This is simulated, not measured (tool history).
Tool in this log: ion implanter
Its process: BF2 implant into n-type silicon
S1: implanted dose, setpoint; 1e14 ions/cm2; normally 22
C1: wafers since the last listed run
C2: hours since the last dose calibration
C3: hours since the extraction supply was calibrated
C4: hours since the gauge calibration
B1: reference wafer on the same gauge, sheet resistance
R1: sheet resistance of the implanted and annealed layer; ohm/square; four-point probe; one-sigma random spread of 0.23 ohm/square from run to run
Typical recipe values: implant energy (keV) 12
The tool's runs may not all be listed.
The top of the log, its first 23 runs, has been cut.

run 24 hour=2065.9 | S1=22 implant_energy_(keV)=13 | C1=748 C2=854.8 C3=532.4 C4=3236.8 | B1=155.04 | R1=153.83
run 25 hour=2158.6 | S1=27.6 implant_energy_(keV)=14 | C1=825 C2=947.5 C3=625.1 C4=3329.5 | B1=154.94 | R1=148.44
run 26 hour=2255.2 | S1=19.3 implant_energy_(keV)=9.5 | C1=860 C2=1044.1 C3=721.7 C4=3426.1 | B1=155.08 | R1=167.75
-- hour=2321.7 gauge calibrated
-- hour=2407.9 extraction supply calibrated, repeated, since the last time left the tool worse
run 27 hour=2570 | S1=20.27 implant_energy_(keV)=15 | C1=2733 C2=1358.9 C3=162.1 C4=248.3 | B1=154.93 | R1=145.82
run 28 hour=2644.9 | S1=22 implant_energy_(keV)=12 | C1=667 C2=1433.8 C3=237 C4=323.2 | B1=155.04 | R1=154.67
run 29 hour=2730.2 | S1=22 implant_energy_(keV)=12 | C1=759 C2=1519.1 C3=322.3 C4=408.5 | B1=155.08 | R1=155.1
run 30 hour=2815.7 | S1=22 implant_energy_(keV)=16 | C1=761 C2=1604.6 C3=407.8 C4=494 | B1=155.03 | R1=142.09
run 31 hour=2899 | S1=22 implant_energy_(keV)=12 | C1=742 C2=1687.9 C3=491.1 C4=577.3 | B1=155.01 | R1=155.29
run 32 hour=2938.8 | S1=22 implant_energy_(keV)=12 | C1=354 C2=1727.7 C3=530.9 C4=617.1 | B1=155.03 | R1=155.29
run 33 hour=2989.5 | S1=16.76 implant_energy_(keV)=8.5 | C1=451 C2=1778.4 C3=581.6 C4=667.8 | B1=154.98 | R1=173.48
run 34 hour=3180.8 | S1=25.44 implant_energy_(keV)=12 | C1=1704 C2=1969.7 C3=772.9 C4=859.1 | B1=155.03 | R1=154.27
run 35 hour=3229.9 | S1=22 implant_energy_(keV)=12 | C1=437 C2=2018.8 C3=822 C4=908.2 | B1=155 | R1=155.39
run 36 hour=3321.6 | S1=19.39 implant_energy_(keV)=11 | C1=816 C2=2110.5 C3=913.7 C4=999.9 | B1=155 | R1=160.39
run 37 hour=3422.2 | S1=22 implant_energy_(keV)=13.5 | C1=896 C2=2211.1 C3=1014.3 C4=1100.5 | B1=155.02 | R1=150.51
run 38 hour=3501.5 | S1=28.27 implant_energy_(keV)=9.5 | C1=706 C2=2290.4 C3=1093.6 C4=1179.8 | B1=155.03 | R1=164.3

Consider 3 possible next runs. They are alternatives, not a sequence: every one starts from the tool as it was left by run 38. What does each give?
run A hour=3501.9 | S1=22 implant_energy_(keV)=12 | C1=3 C2=2290.8 C3=1094 C4=1180.2 | B1=? | R1=?
run B hour=3501.9 | S1=16.9 implant_energy_(keV)=10.5 | C1=3 C2=2290.8 C3=1094 C4=1180.2 | B1=? | R1=?
run C hour=3501.9 | S1=22 implant_energy_(keV)=9 | C1=3 C2=2290.8 C3=1094 C4=1180.2 | B1=? | R1=?

run=A B1=154.99 R1=155.12
run=B B1=154.99 R1=164.76
run=C B1=154.99 R1=166.98
Stripped of hidden state, with their random variation kept, the same runs would have yielded:
run=A R1=154.69
run=B R1=164.37
run=C R1=166.59
